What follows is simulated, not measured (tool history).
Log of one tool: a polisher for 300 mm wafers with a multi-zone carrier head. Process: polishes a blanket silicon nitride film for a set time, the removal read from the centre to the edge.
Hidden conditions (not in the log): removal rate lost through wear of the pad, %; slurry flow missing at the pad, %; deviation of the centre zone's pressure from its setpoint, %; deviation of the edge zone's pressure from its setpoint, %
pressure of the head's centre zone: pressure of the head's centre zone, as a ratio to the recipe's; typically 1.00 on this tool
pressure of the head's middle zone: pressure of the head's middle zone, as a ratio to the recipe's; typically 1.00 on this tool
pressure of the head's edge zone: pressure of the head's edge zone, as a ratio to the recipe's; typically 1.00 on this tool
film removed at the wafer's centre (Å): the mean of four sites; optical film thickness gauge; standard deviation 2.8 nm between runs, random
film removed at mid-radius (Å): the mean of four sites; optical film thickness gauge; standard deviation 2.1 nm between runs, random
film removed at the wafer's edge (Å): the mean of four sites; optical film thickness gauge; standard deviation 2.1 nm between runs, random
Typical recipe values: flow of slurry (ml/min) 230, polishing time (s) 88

run	hour	flow of slurry (ml/min)	pressure of the head's centre zone	pressure of the head's middle zone	pressure of the head's edge zone	polishing time (s)	wafers since the last listed run	wafers polished on this pad	hours since the slurry nozzle was cleaned	hours since the centre zone pressure was calibrated	hours since the edge zone pressure was calibrated	hours since the carrier head's membrane was replaced	incoming thickness of the incoming film, nm	film removed at the wafer's centre (Å)	film removed at mid-radius (Å)	film removed at the wafer's edge (Å)
1	0.0	230	1.00	1.00	1.00	88	0	776	314.4	584.1	335.0	777.4	826.5	1982	2082	2075
2	20.9	230	1.00	1.00	1.00	88	202	978	335.3	605.0	355.9	798.3	843.6	1989	2030	2101
# hour 42.7: worn pad replaced by a new one
3	43.2	230	1.00	1.00	1.00	88	177	5	357.6	627.3	378.2	820.6	854.1	2029	2041	2086
4	53.2	230	1.00	1.00	1.00	105	96	101	367.6	637.3	388.2	830.6	854.8	2387	2427	2500
5	81.9	230	1.00	1.00	1.00	105	277	379	396.3	666.0	416.9	859.3	841.3	2374	2372	2459
6	94.1	230	1.00	1.00	1.00	88	118	497	408.5	678.2	429.1	871.5	840.9	2036	1995	2062
7	122.5	230	1.00	1.00	1.00	68	274	772	436.9	706.6	457.5	899.9	836.7	1532	1553	1592
8	136.3	230	1.00	1.00	1.00	68	133	906	450.7	720.4	471.3	913.7	849.1	1543	1537	1588
9	153.1	230	1.00	1.00	1.00	103	162	1069	467.5	737.2	488.1	930.5	845.5	2319	2335	2363
# hour 158.7: worn pad replaced by a new one
10	172.8	230	1.00	1.09	0.89	88	152	136	487.2	756.9	507.8	950.2	823.3	1910	2134	1936
11	193.1	230	1.00	1.00	1.00	88	196	332	507.5	777.2	528.1	970.5	839.0	1923	1975	2003
12	208.9	230	1.00	1.00	1.00	73	152	485	523.3	793.0	543.9	986.3	846.0	1628	1654	1693
13	224.7	230	1.00	1.00	1.00	88	152	638	539.1	808.8	559.7	1002.1	852.8	1900	1957	2002
# hour 226.5: slurry nozzle cleaned
# hour 242.2: carrier head's membrane replaced by a new one
14	248.1	185	0.96	1.00	1.06	88	168	807	21.6	832.2	583.1	5.9	830.5	1966	2071	2073
# hour 260.8: edge zone pressure recalibrated
15	274.8	230	1.00	1.00	1.00	88	239	1046	48.3	858.9	14.0	32.6	835.3	2085	2113	2118
# hour 283.9: worn pad replaced by a new one
# hour 332.7: centre zone pressure recalibrated
16	382.2	230	1.05	1.06	1.00	74	981	932	155.7	49.5	121.4	140.0	837.6	1799	1813	1791
# hour 401.3: worn pad replaced by a new one
17	430.8	230	1.00	1.00	0.96	88	431	285	204.3	98.1	170.0	188.6	855.6	2052	2046	2074

What if the next run were any one of these 4? Each begins from the tool's condition after run 17:
A	431.3	230	1.00	1.00	1.04	88	4	290	204.8	98.6	170.5	189.1	857.1	?	?	?
B	431.3	230	1.00	0.89	1.00	88	4	290	204.8	98.6	170.5	189.1	857.1	?	?	?
C	431.3	195	1.00	0.92	0.88	107	4	290	204.8	98.6	170.5	189.1	857.1	?	?	?
D	431.3	230	1.00	1.00	1.07	97	4	290	204.8	98.6	170.5	189.1	857.1	?	?	?

run	film removed at the wafer's centre (Å)	film removed at mid-radius (Å)	film removed at the wafer's edge (Å)
A	2060	2071	2156
B	2059	1879	2132
C	2430	2287	2441
D	2271	2283	2400
Had the tool no hidden state, the same runs would have come out as:
run	film removed at the wafer's centre (Å)	film removed at mid-radius (Å)	film removed at the wafer's edge (Å)
A	2133	2137	2207
B	2132	1939	2182
C	2531	2372	2507
D	2351	2356	2456

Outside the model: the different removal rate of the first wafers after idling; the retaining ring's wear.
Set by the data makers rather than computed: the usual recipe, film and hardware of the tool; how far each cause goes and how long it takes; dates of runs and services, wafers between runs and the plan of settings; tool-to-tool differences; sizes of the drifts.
